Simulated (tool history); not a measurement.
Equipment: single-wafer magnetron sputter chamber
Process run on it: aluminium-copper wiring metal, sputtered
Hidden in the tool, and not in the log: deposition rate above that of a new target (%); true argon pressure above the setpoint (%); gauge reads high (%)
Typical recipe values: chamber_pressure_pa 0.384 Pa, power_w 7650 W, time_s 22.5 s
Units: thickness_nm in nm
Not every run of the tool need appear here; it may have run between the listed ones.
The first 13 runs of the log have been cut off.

run	hour	chamber_pressure_pa	power_w	time_s	wafers since the last listed run	wafers on the sputter target	hours since the last manometer calibration	hours since the magnet pack was replaced	hours since the gauge calibration	read-back reference wafer on the same gauge, thickness_nm	thickness_nm
14	181.2	0.384	7650	22.5	351	911	1779.6	8627.0	255.4	262.385	314.783
15	198.8	0.384	7650	22.5	418	1330	1797.2	8644.6	273.0	261.906	315.855
16	216.1	0.384	7650	22.5	411	1741	1814.5	8661.9	290.3	261.631	314.707
17	231.6	0.384	7650	22.5	368	2110	1830.0	8677.4	305.8	262.231	314.173
# hour 250.5: capacitance manometer re-zeroed and calibrated
18	251.0	0.384	5800	22.5	271	2381	0.5	8696.8	325.2	261.964	235.467
19	251.9	0.487	8700	19.5	21	2402	1.4	8697.7	326.1	262.181	295.710
# hour 266.8: gauge calibrated
20	267.0	0.519	7650	23.8	359	2761	16.5	8712.8	0.2	261.922	310.348
21	273.8	0.322	7650	22.5	161	2923	23.3	8719.6	7.0	262.259	318.480
22	283.6	0.450	7650	25.8	233	3156	33.1	8729.4	16.8	261.883	346.117
23	301.3	0.384	8850	23.8	420	3577	50.8	8747.1	34.5	262.268	379.022
24	316.5	0.384	7650	22.5	361	3938	66.0	8762.3	49.7	261.985	306.998
# hour 328.5: sputter target and shields replaced
25	329.0	0.384	9350	22.5	106	12	78.5	8774.8	62.2	262.114	387.807
26	336.4	0.384	7650	24.2	175	187	85.9	8782.2	69.6	262.005	341.892
27	346.3	0.384	7650	22.5	235	423	95.8	8792.1	79.5	261.878	316.174
28	361.3	0.384	9250	22.5	356	779	110.8	8807.1	94.5	261.701	382.318
29	369.1	0.384	7650	19.6	185	965	118.6	8814.9	102.3	261.785	274.765
30	379.6	0.329	8850	25.9	249	1215	129.1	8825.4	112.8	261.609	430.527
# hour 388.8: magnet pack replaced
31	397.5	0.263	8800	20.3	235	1450	147.0	8.7	130.7	262.265	343.181
32	413.9	0.384	7650	22.5	389	1840	163.4	25.1	147.1	262.285	312.345
33	430.7	0.384	6200	22.5	399	2239	180.2	41.9	163.9	262.213	252.862
34	479.4	0.384	7650	23.9	1157	3397	228.9	90.6	212.6	262.215	325.809
35	491.8	0.384	9350	20.6	294	3692	241.3	103.0	225.0	261.798	342.119

Alternative continuations, all from the tool just after run 35; predict every row:
A	492.2	0.384	7650	22.5	9	3702	241.7	103.4	225.4	?	?
B	492.2	0.384	7650	25.7	9	3702	241.7	103.4	225.4	?	?
C	492.2	0.336	7650	18.3	9	3702	241.7	103.4	225.4	?	?
D	492.2	0.384	7650	18.0	9	3702	241.7	103.4	225.4	?	?

run	read-back reference wafer on the same gauge, thickness_nm	thickness_nm
A	261.518	307.463
B	261.518	351.191
C	261.518	255.100
D	261.518	245.971
Had the tool no hidden state, the same runs would have come out as:
run	thickness_nm
A	319.026
B	364.398
C	264.693
D	255.221

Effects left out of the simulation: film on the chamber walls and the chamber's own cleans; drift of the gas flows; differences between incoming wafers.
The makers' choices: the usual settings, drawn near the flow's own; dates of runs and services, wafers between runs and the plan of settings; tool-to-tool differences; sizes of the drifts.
